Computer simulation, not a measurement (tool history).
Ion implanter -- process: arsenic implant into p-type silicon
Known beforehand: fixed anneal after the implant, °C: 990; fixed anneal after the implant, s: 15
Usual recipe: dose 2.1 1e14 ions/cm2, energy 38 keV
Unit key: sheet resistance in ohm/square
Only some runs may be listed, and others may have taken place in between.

run   hour  dose  energy  wafers since the last listed run  hours since the last dose calibration  hours since the extraction supply was calibrated  hours since the gauge calibration  read-back reference wafer on the same gauge, sheet resistance  sheet resistance
  1      0  1.76      38                                 0                                  306.5                                            5349.9                              291.2                                                          308.3            389.53
  2   15.8  1.76      38                               458                                  322.3                                            5365.7                                307                                                         308.25            386.41
  3   41.5  1.76      38                               745                                    348                                            5391.4                              332.7                                                         308.69            387.53
  4   74.1   2.3      46                               945                                  380.6                                              5424                              365.3                                                         309.42            313.02
  5   98.3   2.3      46                               701                                  404.8                                            5448.2                              389.5                                                         309.26            310.82
  6  118.7  2.25      28                               591                                  425.2                                            5468.6                              409.9                                                         309.01            344.31
  7  133.2  2.25      28                               420                                  439.7                                            5483.1                              424.4                                                         309.43            343.08
  8  167.7   2.1      38                              1000                                  474.2                                            5517.6                              458.9                                                         310.16             343.9
  9  187.5   2.1      38                               574                                    494                                            5537.4                              478.7                                                         310.46            343.74
     242.4  -- Faraday cup replaced and dose calibrated
 10  256.9   2.1      38                              1780                                   14.5                                            5606.8                              548.1                                                         311.34            346.89
 11  270.5   2.1      38                               394                                   28.1                                            5620.4                              561.7                                                         311.41            345.99
 12  296.7   2.1      38                               759                                   54.3                                            5646.6                              587.9                                                         312.14            346.65
 13  317.9   2.1      38                               614                                   75.5                                            5667.8                              609.1                                                         312.13             348.2
 14  346.5   2.1      38                               829                                  104.1                                            5696.4                              637.7                                                         313.22            345.49
 15  374.7   2.1      38                               817                                  132.3                                            5724.6                              665.9                                                         313.45            350.24
 16  410.5  1.55      38                              1038                                  168.1                                            5760.4                              701.7                                                         314.34            432.67
 17  434.1   2.1      38                               684                                  191.7                                              5784                              725.3                                                         315.39            347.99
 18    466  2.61      38                               925                                  223.6                                            5815.9                              757.2                                                         315.42            299.87
 19  491.7  2.27      28                               745                                  249.3                                            5841.6                              782.9                                                         316.55            347.56
 20  513.4  2.49    46.5                               629                                    271                                            5863.3                              804.6                                                         317.13            300.39
     516.8  -- gauge calibrated
 21  525.9  1.56      44                               362                                  283.5                                            5875.8                                9.1                                                         305.29            410.02
 22  540.5  2.71      47                               423                                  298.1                                            5890.4                               23.7                                                         306.34            273.95
 23  571.3   2.1      38                               893                                  328.9                                            5921.2                               54.5                                                         306.04            340.39
     600.7  -- extraction supply calibrated
 24  601.6   2.5    41.5                               646                                  359.2                                               0.9                               84.8                                                         305.56            294.94
 25    650  2.53      33                              1403                                  407.6                                              49.3                              133.2                                                         306.42            302.93
 26  672.9  1.76      38                               664                                  430.5                                              72.2                              156.1                                                         306.34            385.68
 27  692.8  1.67    41.5                               577                                  450.4                                              92.1                                176                                                         306.31            393.83
       722  -- Faraday cup replaced and dose calibrated
 28  722.5  1.65      51                               629                                    0.5                                             121.8                              205.7                                                         306.13            384.99
 29  751.2  2.26      38                               832                                   29.2                                             150.5                              234.4                                                         306.27             322.3
 30  780.5   2.1    25.5                               849                                   58.5                                             179.8                              263.7                                                         306.31            364.85
 31  803.4  1.55      38                               664                                   81.4                                             202.7                              286.6                                                         306.69            422.43

Predict each of these 5 candidate next runs independently; none follows another, all start after run 31:
  A  803.8   2.1      38                                11                                   81.8                                             203.1                                287                                                              ?                 ?
  B  803.8  1.67      51                                11                                   81.8                                             203.1                                287                                                              ?                 ?
  C  803.8  1.58      28                                11                                   81.8                                             203.1                                287                                                              ?                 ?
  D  803.8   2.1    43.5                                11                                   81.8                                             203.1                                287                                                              ?                 ?
  E  803.8  2.48      49                                11                                   81.8                                             203.1                                287                                                              ?                 ?

run  read-back reference wafer on the same gauge, sheet resistance  sheet resistance
  A                                                         306.79            341.76
  B                                                         306.79            382.33
  C                                                         306.79            440.34
  D                                                         306.79            334.39
  E                                                         306.79            291.26
What these runs would have given with no unlogged condition in the tool:
run  sheet resistance
  A            340.76
  B            381.21
  C            439.05
  D            333.41
  E            290.41
